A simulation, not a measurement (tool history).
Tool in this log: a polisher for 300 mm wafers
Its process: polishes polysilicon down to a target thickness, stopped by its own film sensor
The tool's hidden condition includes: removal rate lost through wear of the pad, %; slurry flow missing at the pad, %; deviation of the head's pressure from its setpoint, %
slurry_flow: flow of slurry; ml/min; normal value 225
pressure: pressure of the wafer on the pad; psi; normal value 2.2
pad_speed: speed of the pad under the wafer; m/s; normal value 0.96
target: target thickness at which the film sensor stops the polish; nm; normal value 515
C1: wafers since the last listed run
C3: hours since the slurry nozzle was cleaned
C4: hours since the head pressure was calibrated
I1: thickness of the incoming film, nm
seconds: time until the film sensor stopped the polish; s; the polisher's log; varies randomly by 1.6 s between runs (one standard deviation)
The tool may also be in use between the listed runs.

Run 1, hour 0.0: usual settings; C1 0; wafers polished on this pad 3125; C3 432.2; C4 693.9; I1 1060.0. Result: seconds 102.2 s.
At hour 26.1: worn pad replaced by a new one.
Run 2, hour 30.9: usual settings; C1 318; wafers polished on this pad 56; C3 463.1; C4 724.8; I1 1084.7. Result: seconds 93.0 s.
At hour 70.8: slurry nozzle cleaned.
Run 3, hour 81.8: usual settings; C1 590; wafers polished on this pad 646; C3 11.0; C4 775.7; I1 1073.0. Result: seconds 90.2 s.
Run 4, hour 124.1: usual settings; C1 500; wafers polished on this pad 1147; C3 53.3; C4 818.0; I1 1075.7. Result: seconds 95.5 s.
Run 5, hour 160.9: usual settings; C1 435; wafers polished on this pad 1582; C3 90.1; C4 854.8; I1 1085.9. Result: seconds 100.6 s.
Run 6, hour 231.3: usual settings; C1 833; wafers polished on this pad 2415; C3 160.5; C4 925.2; I1 1057.1. Result: seconds 94.9 s.
Run 7, hour 255.7: usual settings; C1 288; wafers polished on this pad 2704; C3 184.9; C4 949.6; I1 1075.2. Result: seconds 97.1 s.
At hour 267.0: worn pad replaced by a new one.
Run 8, hour 290.2: usual settings; C1 360; wafers polished on this pad 274; C3 219.4; C4 984.1; I1 1077.2. Result: seconds 88.9 s.
Run 9, hour 323.9: usual settings; C1 398; wafers polished on this pad 673; C3 253.1; C4 1017.8; I1 1066.1. Result: seconds 90.3 s.
Run 10, hour 352.3: usual settings; C1 336; wafers polished on this pad 1009; C3 281.5; C4 1046.2; I1 1073.5. Result: seconds 93.2 s.
At hour 460.7: head pressure recalibrated.
Run 11, hour 497.2: usual settings; C1 1690; wafers polished on this pad 2700; C3 426.4; C4 36.5; I1 1061.0. Result: seconds 107.1 s.
Run 12, hour 551.2: usual settings; C1 638; wafers polished on this pad 3339; C3 480.4; C4 90.5; I1 1076.5. Result: seconds 107.4 s.
At hour 583.9: worn pad replaced by a new one.
At hour 630.0: slurry nozzle cleaned.
Run 13, hour 660.5: usual settings; C1 1234; wafers polished on this pad 894; C3 30.5; C4 199.8; I1 1066.5. Result: seconds 101.3 s.
Run 14, hour 723.0: usual settings; C1 739; wafers polished on this pad 1633; C3 93.0; C4 262.3; I1 1071.0. Result: seconds 105.8 s.
Run 15, hour 782.1: usual settings but slurry_flow 195 ml/min, pad_speed 1.18 m/s; C1 699; wafers polished on this pad 2333; C3 152.1; C4 321.4; I1 1075.8. Result: seconds 85.7 s.
At hour 840.8: worn pad replaced by a new one.
Run 16, hour 841.3: usual settings but slurry_flow 200 ml/min, pad_speed 1.06 m/s; C1 653; wafers polished on this pad 5; C3 211.3; C4 380.6; I1 1072.5. Result: seconds 87.5 s.
Run 17, hour 866.1: usual settings but slurry_flow 190 ml/min, pressure 1.9 psi, target 360 nm; C1 293; wafers polished on this pad 298; C3 236.1; C4 405.4; I1 1076.3. Result: seconds 144.3 s.
Run 18, hour 928.1: usual settings; C1 733; wafers polished on this pad 1032; C3 298.1; C4 467.4; I1 1052.0. Result: seconds 94.1 s.
Run 19, hour 967.5: usual settings but pad_speed 0.86 m/s, target 701 nm; C1 466; wafers polished on this pad 1498; C3 337.5; C4 506.8; I1 1058.3. Result: seconds 71.5 s.
Run 20, hour 1046.8: usual settings but slurry_flow 300 ml/min; C1 938; wafers polished on this pad 2437; C3 416.8; C4 586.1; I1 1071.6. Result: seconds 98.8 s.
At hour 1062.2: slurry nozzle cleaned.
Run 21, hour 1099.0: usual settings but slurry_flow 250 ml/min, pressure 1.7 psi, pad_speed 0.64 m/s, target 580 nm; C1 605; wafers polished on this pad 3043; C3 36.8; C4 638.3; I1 1059.6. Result: seconds 171.6 s.
At hour 1113.0: worn pad replaced by a new one.
Run 22, hour 1161.8: usual settings but slurry_flow 265 ml/min, target 619 nm; C1 695; wafers polished on this pad 577; C3 99.6; C4 701.1; I1 1066.6. Result: seconds 73.9 s.
Run 23, hour 1191.5: usual settings but pad_speed 0.74 m/s, target 656 nm; C1 351; wafers polished on this pad 929; C3 129.3; C4 730.8; I1 1061.2. Result: seconds 92.5 s.
Run 24, hour 1223.1: usual settings; C1 373; wafers polished on this pad 1302; C3 160.9; C4 762.4; I1 1055.8. Result: seconds 95.9 s.
Run 25, hour 1278.7: usual settings but pressure 2.9 psi; C1 657; wafers polished on this pad 1960; C3 216.5; C4 818.0; I1 1048.5. Result: seconds 73.5 s.
Run 26, hour 1342.6: usual settings but pressure 2.8 psi; C1 756; wafers polished on this pad 2717; C3 280.4; C4 881.9; I1 1094.7. Result: seconds 82.9 s.
At hour 1396.1: worn pad replaced by a new one.
Run 27, hour 1400.6: usual settings; C1 638; wafers polished on this pad 53; C3 338.4; C4 939.9; I1 1069.4. Result: seconds 94.0 s.

Consider 5 possible next runs. They are alternatives, not a sequence: every one starts from the tool as it was left by run 27. What does each give?
Run A, hour 1401.1: usual settings; C1 5; wafers polished on this pad 59; C3 338.9; C4 940.4; I1 1059.3. Result: seconds ?.
Run B, hour 1401.1: usual settings but pad_speed 1.26 m/s, target 427 nm; C1 5; wafers polished on this pad 59; C3 338.9; C4 940.4; I1 1059.3. Result: seconds ?.
Run C, hour 1401.1: usual settings but slurry_flow 190 ml/min, target 677 nm; C1 5; wafers polished on this pad 59; C3 338.9; C4 940.4; I1 1059.3. Result: seconds ?.
Run D, hour 1401.1: usual settings but pressure 1.7 psi; C1 5; wafers polished on this pad 59; C3 338.9; C4 940.4; I1 1059.3. Result: seconds ?.
Run E, hour 1401.1: usual settings but pressure 1.9 psi, pad_speed 1.30 m/s, target 323 nm; C1 5; wafers polished on this pad 59; C3 338.9; C4 940.4; I1 1059.3. Result: seconds ?.

run  seconds
  A     87.4
  B     77.4
  C     62.9
  D    113.2
  E    101.1
Had the tool no hidden state, the same runs would have come out as:
run  seconds
  A     92.7
  B     82.0
  C     66.7
  D    119.9
  E    107.2

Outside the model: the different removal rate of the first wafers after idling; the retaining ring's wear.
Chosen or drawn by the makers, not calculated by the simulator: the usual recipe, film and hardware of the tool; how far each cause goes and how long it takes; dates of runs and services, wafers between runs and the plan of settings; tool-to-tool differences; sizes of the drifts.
